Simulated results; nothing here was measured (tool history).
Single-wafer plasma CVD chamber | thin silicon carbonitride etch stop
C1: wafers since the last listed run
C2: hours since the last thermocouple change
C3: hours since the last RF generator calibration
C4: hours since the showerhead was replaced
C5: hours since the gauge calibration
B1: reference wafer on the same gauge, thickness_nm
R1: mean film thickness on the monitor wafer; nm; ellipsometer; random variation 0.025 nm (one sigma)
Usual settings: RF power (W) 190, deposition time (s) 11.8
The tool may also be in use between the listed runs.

run 1 hour=0.0 | RF_power_(W)=170 deposition_time_(s)=11.1 | C1=0 C2=1890.7 C3=1394.9 C4=2632.6 C5=330.7 | B1=7.081 | R1=6.489
run 2 hour=25.2 | RF_power_(W)=180 deposition_time_(s)=12.6 | C1=1051 C2=1915.9 C3=1420.1 C4=2657.8 C5=355.9 | B1=7.081 | R1=7.394
run 3 hour=69.3 | RF_power_(W)=190 deposition_time_(s)=11.8 | C1=1840 C2=1960.0 C3=1464.2 C4=2701.9 C5=400.0 | B1=7.076 | R1=6.979
run 4 hour=132.9 | RF_power_(W)=180 deposition_time_(s)=10.4 | C1=2653 C2=2023.6 C3=1527.8 C4=2765.5 C5=463.6 | B1=7.082 | R1=6.126
run 5 hour=186.3 | RF_power_(W)=180 deposition_time_(s)=10.4 | C1=2228 C2=2077.0 C3=1581.2 C4=2818.9 C5=517.0 | B1=7.080 | R1=6.136
run 6 hour=247.2 | RF_power_(W)=180 deposition_time_(s)=10.4 | C1=2541 C2=2137.9 C3=1642.1 C4=2879.8 C5=577.9 | B1=7.086 | R1=6.159
run 7 hour=311.0 | RF_power_(W)=190 deposition_time_(s)=10.4 | C1=2662 C2=2201.7 C3=1705.9 C4=2943.6 C5=641.7 | B1=7.084 | R1=6.239
run 8 hour=370.1 | RF_power_(W)=190 deposition_time_(s)=10.4 | C1=2465 C2=2260.8 C3=1765.0 C4=3002.7 C5=700.8 | B1=7.074 | R1=6.139
run 9 hour=442.1 | RF_power_(W)=190 deposition_time_(s)=11.8 | C1=3004 C2=2332.8 C3=1837.0 C4=3074.7 C5=772.8 | B1=7.081 | R1=7.021
run 10 hour=472.3 | RF_power_(W)=190 deposition_time_(s)=11.8 | C1=1260 C2=2363.0 C3=1867.2 C4=3104.9 C5=803.0 | B1=7.078 | R1=7.032
run 11 hour=496.7 | RF_power_(W)=190 deposition_time_(s)=10.0 | C1=1018 C2=2387.4 C3=1891.6 C4=3129.3 C5=827.4 | B1=7.078 | R1=5.914
run 12 hour=616.0 | RF_power_(W)=190 deposition_time_(s)=11.8 | C1=4977 C2=2506.7 C3=2010.9 C4=3248.6 C5=946.7 | B1=7.079 | R1=7.039
run 13 hour=652.6 | RF_power_(W)=190 deposition_time_(s)=11.8 | C1=1527 C2=2543.3 C3=2047.5 C4=3285.2 C5=983.3 | B1=7.081 | R1=6.970
-- hour=700.5 thermocouple changed; heater temperature recalibrated
run 14 hour=701.0 | RF_power_(W)=190 deposition_time_(s)=11.8 | C1=1685 C2=0.5 C3=2095.9 C4=3333.6 C5=1031.7 | B1=7.071 | R1=6.991
-- hour=724.8 RF generator calibrated
run 15 hour=744.9 | RF_power_(W)=215 deposition_time_(s)=10.2 | C1=1497 C2=44.4 C3=20.1 C4=3377.5 C5=1075.6 | B1=7.080 | R1=6.285
-- hour=782.7 showerhead replaced
run 16 hour=813.2 | RF_power_(W)=215 deposition_time_(s)=13.8 | C1=2516 C2=112.7 C3=88.4 C4=30.5 C5=1143.9 | B1=7.080 | R1=8.478
run 17 hour=869.4 | RF_power_(W)=200 deposition_time_(s)=13.2 | C1=2344 C2=168.9 C3=144.6 C4=86.7 C5=1200.1 | B1=7.077 | R1=8.003
run 18 hour=940.8 | RF_power_(W)=160 deposition_time_(s)=11.8 | C1=2979 C2=240.3 C3=216.0 C4=158.1 C5=1271.5 | B1=7.083 | R1=6.781
run 19 hour=985.1 | RF_power_(W)=180 deposition_time_(s)=11.8 | C1=1848 C2=284.6 C3=260.3 C4=202.4 C5=1315.8 | B1=7.083 | R1=6.962
run 20 hour=1018.4 | RF_power_(W)=170 deposition_time_(s)=11.1 | C1=1389 C2=317.9 C3=293.6 C4=235.7 C5=1349.1 | B1=7.082 | R1=6.435
run 21 hour=1054.4 | RF_power_(W)=190 deposition_time_(s)=11.8 | C1=1502 C2=353.9 C3=329.6 C4=271.7 C5=1385.1 | B1=7.083 | R1=7.057
run 22 hour=1115.3 | RF_power_(W)=205 deposition_time_(s)=13.5 | C1=2541 C2=414.8 C3=390.5 C4=332.6 C5=1446.0 | B1=7.082 | R1=8.167
run 23 hour=1154.8 | RF_power_(W)=200 deposition_time_(s)=13.4 | C1=1648 C2=454.3 C3=430.0 C4=372.1 C5=1485.5 | B1=7.080 | R1=8.090
-- hour=1173.4 gauge calibrated
run 24 hour=1179.1 | RF_power_(W)=190 deposition_time_(s)=11.8 | C1=1013 C2=478.6 C3=454.3 C4=396.4 C5=5.7 | B1=7.076 | R1=7.068
run 25 hour=1211.8 | RF_power_(W)=190 deposition_time_(s)=11.8 | C1=1364 C2=511.3 C3=487.0 C4=429.1 C5=38.4 | B1=7.086 | R1=7.063
run 26 hour=1256.3 | RF_power_(W)=160 deposition_time_(s)=10.5 | C1=1856 C2=555.8 C3=531.5 C4=473.6 C5=82.9 | B1=7.081 | R1=6.054
run 27 hour=1374.0 | RF_power_(W)=190 deposition_time_(s)=11.8 | C1=4911 C2=673.5 C3=649.2 C4=591.3 C5=200.6 | B1=7.077 | R1=7.041
run 28 hour=1438.5 | RF_power_(W)=160 deposition_time_(s)=10.7 | C1=2691 C2=738.0 C3=713.7 C4=655.8 C5=265.1 | B1=7.089 | R1=6.170
run 29 hour=1478.2 | RF_power_(W)=155 deposition_time_(s)=11.8 | C1=1656 C2=777.7 C3=753.4 C4=695.5 C5=304.8 | B1=7.080 | R1=6.782
run 30 hour=1527.4 | RF_power_(W)=190 deposition_time_(s)=11.8 | C1=2052 C2=826.9 C3=802.6 C4=744.7 C5=354.0 | B1=7.072 | R1=7.064
run 31 hour=1560.5 | RF_power_(W)=210 deposition_time_(s)=9.8 | C1=1381 C2=860.0 C3=835.7 C4=777.8 C5=387.1 | B1=7.074 | R1=5.980
run 32 hour=1601.6 | RF_power_(W)=190 deposition_time_(s)=9.9 | C1=1714 C2=901.1 C3=876.8 C4=818.9 C5=428.2 | B1=7.078 | R1=5.880
run 33 hour=1639.2 | RF_power_(W)=190 deposition_time_(s)=11.8 | C1=1568 C2=938.7 C3=914.4 C4=856.5 C5=465.8 | B1=7.085 | R1=7.047
run 34 hour=1689.8 | RF_power_(W)=220 deposition_time_(s)=12.7 | C1=2111 C2=989.3 C3=965.0 C4=907.1 C5=516.4 | B1=7.081 | R1=7.834
run 35 hour=1751.1 | RF_power_(W)=180 deposition_time_(s)=9.6 | C1=2557 C2=1050.6 C3=1026.3 C4=968.4 C5=577.7 | B1=7.080 | R1=5.657

Forecast each of these 4 alternatives for the next run:
run A hour=1751.5 | RF_power_(W)=190 deposition_time_(s)=11.8 | C1=16 C2=1051.0 C3=1026.7 C4=968.8 C5=578.1 | B1=? | R1=?
run B hour=1751.5 | RF_power_(W)=155 deposition_time_(s)=10.9 | C1=16 C2=1051.0 C3=1026.7 C4=968.8 C5=578.1 | B1=? | R1=?
run C hour=1751.5 | RF_power_(W)=175 deposition_time_(s)=10.1 | C1=16 C2=1051.0 C3=1026.7 C4=968.8 C5=578.1 | B1=? | R1=?
run D hour=1751.5 | RF_power_(W)=180 deposition_time_(s)=13.1 | C1=16 C2=1051.0 C3=1026.7 C4=968.8 C5=578.1 | B1=? | R1=?

run=A B1=7.077 R1=7.040
run=B B1=7.077 R1=6.224
run=C B1=7.077 R1=5.918
run=D B1=7.077 R1=7.723
Without the tool's hidden state the same runs would have given:
run=A R1=7.085
run=B R1=6.263
run=C R1=5.956
run=D R1=7.772
